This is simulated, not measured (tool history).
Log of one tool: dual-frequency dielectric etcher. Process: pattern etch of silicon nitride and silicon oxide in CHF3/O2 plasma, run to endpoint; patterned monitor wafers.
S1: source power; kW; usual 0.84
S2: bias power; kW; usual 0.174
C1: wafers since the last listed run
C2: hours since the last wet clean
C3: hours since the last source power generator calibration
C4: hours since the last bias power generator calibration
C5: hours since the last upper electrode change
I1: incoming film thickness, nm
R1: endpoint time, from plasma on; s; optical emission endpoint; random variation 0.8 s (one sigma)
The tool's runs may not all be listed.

{"run": 1, "hour": 0.0, "S1": 0.84, "S2": 0.174, "C1": 0, "C2": 705.9, "C3": 636.1, "C4": 404.6, "C5": 4047.1, "I1": 319.8, "R1": 184.2}
{"hour": 19.5, "done": "wet clean of the chamber"}
{"run": 2, "hour": 291.4, "S1": 0.84, "S2": 0.174, "C1": 1707, "C2": 271.9, "C3": 927.5, "C4": 696, "C5": 4338.5, "I1": 316.8, "R1": 182.5}
{"run": 3, "hour": 396.2, "S1": 0.71, "S2": 0.174, "C1": 658, "C2": 376.7, "C3": 1032.3, "C4": 800.8, "C5": 4443.3, "I1": 316.8, "R1": 197.1}
{"run": 4, "hour": 448.0, "S1": 0.71, "S2": 0.174, "C1": 325, "C2": 428.5, "C3": 1084.1, "C4": 852.6, "C5": 4495.1, "I1": 318, "R1": 198.3}
{"run": 5, "hour": 555.2, "S1": 0.71, "S2": 0.174, "C1": 673, "C2": 535.7, "C3": 1191.3, "C4": 959.8, "C5": 4602.3, "I1": 317.9, "R1": 200.1}
{"run": 6, "hour": 651.4, "S1": 0.84, "S2": 0.174, "C1": 604, "C2": 631.9, "C3": 1287.5, "C4": 1056, "C5": 4698.5, "I1": 318.2, "R1": 182.9}
{"hour": 711.6, "done": "wet clean of the chamber"}
{"run": 7, "hour": 956.0, "S1": 0.84, "S2": 0.174, "C1": 1762, "C2": 244.4, "C3": 1592.1, "C4": 1360.6, "C5": 5003.1, "I1": 317, "R1": 180.4}
{"run": 8, "hour": 1154.4, "S1": 0.84, "S2": 0.174, "C1": 1245, "C2": 442.8, "C3": 1790.5, "C4": 1559, "C5": 5201.5, "I1": 319.6, "R1": 182.5}
{"run": 9, "hour": 1217.9, "S1": 0.93, "S2": 0.174, "C1": 398, "C2": 506.3, "C3": 1854, "C4": 1622.5, "C5": 5265, "I1": 317.2, "R1": 171.5}
{"hour": 1288.0, "done": "wet clean of the chamber"}
{"hour": 1334.1, "done": "source power generator calibrated"}
{"run": 10, "hour": 1495.6, "S1": 0.93, "S2": 0.174, "C1": 1568, "C2": 207.6, "C3": 161.5, "C4": 1900.2, "C5": 5542.7, "I1": 318.1, "R1": 169.9}
{"run": 11, "hour": 1647.5, "S1": 0.84, "S2": 0.163, "C1": 953, "C2": 359.5, "C3": 313.4, "C4": 2052.1, "C5": 5694.6, "I1": 315, "R1": 181}
{"run": 12, "hour": 1705.2, "S1": 0.84, "S2": 0.174, "C1": 362, "C2": 417.2, "C3": 371.1, "C4": 2109.8, "C5": 5752.3, "I1": 313.9, "R1": 178.3}
{"run": 13, "hour": 1753.2, "S1": 0.84, "S2": 0.174, "C1": 301, "C2": 465.2, "C3": 419.1, "C4": 2157.8, "C5": 5800.3, "I1": 317.2, "R1": 177.7}
{"run": 14, "hour": 1841.9, "S1": 0.84, "S2": 0.174, "C1": 557, "C2": 553.9, "C3": 507.8, "C4": 2246.5, "C5": 5889, "I1": 321.2, "R1": 182.2}
{"hour": 1881.0, "done": "bias power generator calibrated"}
{"run": 15, "hour": 1893.9, "S1": 0.84, "S2": 0.174, "C1": 301, "C2": 605.9, "C3": 559.8, "C4": 12.9, "C5": 5941, "I1": 317.3, "R1": 183.1}
{"run": 16, "hour": 1955.7, "S1": 0.68, "S2": 0.174, "C1": 388, "C2": 667.7, "C3": 621.6, "C4": 74.7, "C5": 6002.8, "I1": 318.1, "R1": 206.9}
{"hour": 2009.0, "done": "wet clean of the chamber"}
{"run": 17, "hour": 2038.5, "S1": 0.84, "S2": 0.2, "C1": 369, "C2": 29.5, "C3": 704.4, "C4": 157.5, "C5": 6085.6, "I1": 320.7, "R1": 174.5}
{"run": 18, "hour": 2079.8, "S1": 0.7, "S2": 0.174, "C1": 259, "C2": 70.8, "C3": 745.7, "C4": 198.8, "C5": 6126.9, "I1": 315.6, "R1": 201.2}
{"run": 19, "hour": 2158.0, "S1": 0.84, "S2": 0.174, "C1": 491, "C2": 149, "C3": 823.9, "C4": 277, "C5": 6205.1, "I1": 317.3, "R1": 181.9}
{"run": 20, "hour": 2208.9, "S1": 0.84, "S2": 0.218, "C1": 319, "C2": 199.9, "C3": 874.8, "C4": 327.9, "C5": 6256, "I1": 321.2, "R1": 170.4}
{"hour": 2330.2, "done": "upper electrode replaced"}
{"run": 21, "hour": 2330.7, "S1": 0.84, "S2": 0.174, "C1": 614, "C2": 321.7, "C3": 996.6, "C4": 449.7, "C5": 0.5, "I1": 319.5, "R1": 184.3}
{"run": 22, "hour": 2400.0, "S1": 0.69, "S2": 0.198, "C1": 435, "C2": 391, "C3": 1065.9, "C4": 519, "C5": 69.8, "I1": 317.6, "R1": 194.4}
{"run": 23, "hour": 2481.7, "S1": 0.95, "S2": 0.209, "C1": 513, "C2": 472.7, "C3": 1147.6, "C4": 600.7, "C5": 151.5, "I1": 320.1, "R1": 162.5}
{"run": 24, "hour": 2529.6, "S1": 0.93, "S2": 0.139, "C1": 300, "C2": 520.6, "C3": 1195.5, "C4": 648.6, "C5": 199.4, "I1": 316.8, "R1": 186.3}
{"run": 25, "hour": 2581.1, "S1": 0.91, "S2": 0.189, "C1": 323, "C2": 572.1, "C3": 1247, "C4": 700.1, "C5": 250.9, "I1": 314, "R1": 167.5}
{"hour": 2700.0, "done": "wet clean of the chamber"}
{"run": 26, "hour": 2700.5, "S1": 0.92, "S2": 0.202, "C1": 599, "C2": 0.5, "C3": 1366.4, "C4": 819.5, "C5": 370.3, "I1": 318.5, "R1": 164.6}
{"run": 27, "hour": 2756.4, "S1": 0.84, "S2": 0.174, "C1": 351, "C2": 56.4, "C3": 1422.3, "C4": 875.4, "C5": 426.2, "I1": 320.7, "R1": 182.9}
{"run": 28, "hour": 2806.9, "S1": 0.84, "S2": 0.174, "C1": 317, "C2": 106.9, "C3": 1472.8, "C4": 925.9, "C5": 476.7, "I1": 322.8, "R1": 184}
{"run": 29, "hour": 2897.7, "S1": 0.92, "S2": 0.203, "C1": 570, "C2": 197.7, "C3": 1563.6, "C4": 1016.7, "C5": 567.5, "I1": 317.7, "R1": 163.9}
{"run": 30, "hour": 2979.7, "S1": 0.77, "S2": 0.152, "C1": 514, "C2": 279.7, "C3": 1645.6, "C4": 1098.7, "C5": 649.5, "I1": 317.3, "R1": 200.9}
{"run": 31, "hour": 3023.1, "S1": 0.95, "S2": 0.147, "C1": 272, "C2": 323.1, "C3": 1689, "C4": 1142.1, "C5": 692.9, "I1": 318.2, "R1": 180.6}
{"run": 32, "hour": 3130.2, "S1": 0.78, "S2": 0.187, "C1": 672, "C2": 430.2, "C3": 1796.1, "C4": 1249.2, "C5": 800, "I1": 317.6, "R1": 185.3}
{"run": 33, "hour": 3166.5, "S1": 0.84, "S2": 0.174, "C1": 227, "C2": 466.5, "C3": 1832.4, "C4": 1285.5, "C5": 836.3, "I1": 322.1, "R1": 184.3}

Hidden state at the last listed run before each entry between runs and at the first one after, where it differs:
Between runs 1 and 2: wet clean of the chamber (hour 19.5)
  bias power that arrives over what is set, %: -0.559 -> -0.229
  measured less the result without the state, R1: +0.4 -> +0.1 s
Between runs 6 and 7: wet clean of the chamber (hour 711.6)
  bias power that arrives over what is set, %: 0.42 -> 1.18
  measured less the result without the state, R1: -0.3 -> -0.7 s
Between runs 9 and 10: wet clean of the chamber (hour 1288); source power generator calibrated (hour 1334.1)
  bias power that arrives over what is set, %: 1.98 -> 2.99
  measured less the result without the state, R1: -1.1 -> -1.8 s
Between runs 14 and 15: bias power generator calibrated (hour 1881)
  bias power that arrives over what is set, %: 4.46 -> -0.686
  measured less the result without the state, R1: -2.9 -> +0.5 s
Between runs 16 and 17: wet clean of the chamber (hour 2009)
  bias power that arrives over what is set, %: -0.68 -> -0.66
  measured less the result without the state, R1: +0.5 -> +0.4 s
Between runs 20 and 21: upper electrode replaced (hour 2330.2)
  bias power that arrives over what is set, %: -0.575 -> -0.478
  measured less the result without the state, R1: +0.3 -> +0.3 s
Between runs 25 and 26: wet clean of the chamber (hour 2700)
  bias power that arrives over what is set, %: -0.182 -> 0.00515
  measured less the result without the state, R1: +0.1 -> +0 s
